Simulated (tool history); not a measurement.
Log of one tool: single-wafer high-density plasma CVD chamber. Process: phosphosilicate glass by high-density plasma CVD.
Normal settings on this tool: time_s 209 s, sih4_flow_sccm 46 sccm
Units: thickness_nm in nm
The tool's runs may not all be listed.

run    hour  time_s  sih4_flow_sccm  wafers since the last listed run  hours since the silane flow controller was replaced  hours since the gauge calibration  read-back reference wafer on the same gauge, thickness_nm  thickness_nm
  1       0     209              46                                 0                                               3853.8                              645.9                                                     809.86       864.294
  2    50.5     209              46                               336                                               3904.3                              696.4                                                    810.017       857.602
  3    76.1     209              46                               170                                               3929.9                                722                                                    810.165       861.138
  4   102.7     209              46                               177                                               3956.5                              748.6                                                     810.19       859.622
  5   124.8     225              51                               147                                               3978.6                              770.7                                                    809.635      1021.837
  6   154.9     225              51                               200                                               4008.7                              800.8                                                    810.075      1024.353
  7   168.3     225              51                                89                                               4022.1                              814.2                                                     810.22      1022.273
  8   184.8     209              40                               110                                               4038.6                              830.7                                                    809.693       747.133
  9   217.5     209              40                               218                                               4071.3                              863.4                                                    810.279       741.751
 10     230     209              40                                83                                               4083.8                              875.9                                                    809.971       745.777
 11   250.1     223              49                               134                                               4103.9                                896                                                      810.1       972.569
 12   266.1     223              49                               106                                               4119.9                                912                                                    809.884       972.919
 13     296     223              49                               199                                               4149.8                              941.9                                                    810.049       971.967
 14   312.5     218              42                               110                                               4166.3                              958.4                                                    810.154       815.001
      372.9  -- gauge calibrated
 15   373.7     218              42                               408                                               4227.5                                0.8                                                    809.985       813.234
 16   389.4     218              42                               104                                               4243.2                               16.5                                                    810.231       814.454
 17   414.7     209              46                               168                                               4268.5                               41.8                                                    810.163        850.88
 18   448.8     209              46                               227                                               4302.6                               75.9                                                    810.102       852.604
 19   463.7     209              46                                99                                               4317.5                               90.8                                                    810.339       849.373
 20   487.2     209              46                               156                                                 4341                              114.3                                                    809.997       847.274
 21   503.5     209              46                               108                                               4357.3                              130.6                                                    809.877       848.446
 22   537.9     209              51                               229                                               4391.7                                165                                                    809.934       944.215
 23   573.6     220              46                               238                                               4427.4                              200.7                                                    809.938       892.283
      583.4  -- silane flow controller replaced
 24   607.2     230              46                               170                                                 23.8                              234.3                                                    809.964      1001.708
 25   629.6     187              40                               149                                                 46.2                              256.7                                                    810.034       709.305
 26   645.2     245              46                               104                                                 61.8                              272.3                                                    809.911      1067.401
 27   663.4     209              46                               121                                                   80                              290.5                                                    809.894        909.83
 28   680.5     209              46                               114                                                 97.1                              307.6                                                     809.72       910.149
 29   711.4     177              55                               206                                                  128                              338.5                                                    810.119       924.595
 30   742.7     209              38                               208                                                159.3                              369.8                                                    810.096       752.258
 31   761.2     223              49                               123                                                177.8                              388.3                                                    810.028      1036.992
 32   784.9     236              38                               158                                                201.5                                412                                                    810.233       853.608
 33   819.2     168              43                               228                                                235.8                              446.3                                                    809.949       684.346
 34   894.4     209              43                               501                                                  311                              521.5                                                    809.807       852.611
 35   928.8     228              54                               229                                                345.4                              555.9                                                    810.051      1170.251
 36   949.7     209              46                               139                                                366.3                              576.8                                                    809.543       915.401
 37   971.7     242              38                               146                                                388.3                              598.8                                                    810.069       874.593
 38     991     179              52                               128                                                407.6                              618.1                                                    810.022       880.996
 39  1019.2     197              46                               188                                                435.8                              646.3                                                    809.915       858.324
 40  1035.8     209              46                               110                                                452.4                              662.9                                                     810.02       909.954
 41  1052.1     209              41                               108                                                468.7                              679.2                                                    810.013       808.708
 42  1077.3     191              46                               168                                                493.9                              704.4                                                    809.809       833.143
 43    1180     209              46                               685                                                596.6                              807.1                                                    810.188       908.393
 44  1214.2     177              55                               228                                                630.8                              841.3                                                     810.37       918.542

Branching from run 44: 5 alternative next runs. What would each branch give?
  A  1214.7     244              46                                 3                                                631.3                              841.8                                                          ?             ?
  B  1214.7     209              54                                 3                                                631.3                              841.8                                                          ?             ?
  C  1214.7     250              38                                 3                                                631.3                              841.8                                                          ?             ?
  D  1214.7     228              37                                 3                                                631.3                              841.8                                                          ?             ?
  E  1214.7     173              40                                 3                                                631.3                              841.8                                                          ?             ?

run  read-back reference wafer on the same gauge, thickness_nm  thickness_nm
  A                                                    810.258      1060.301
  B                                                    810.258      1066.158
  C                                                    810.258       897.439
  D                                                    810.258       796.926
  E                                                    810.258       653.714
What these runs would have given with no unlogged condition in the tool:
run  thickness_nm
  A      1062.759
  B      1068.629
  C        899.52
  D       798.773
  E       655.229

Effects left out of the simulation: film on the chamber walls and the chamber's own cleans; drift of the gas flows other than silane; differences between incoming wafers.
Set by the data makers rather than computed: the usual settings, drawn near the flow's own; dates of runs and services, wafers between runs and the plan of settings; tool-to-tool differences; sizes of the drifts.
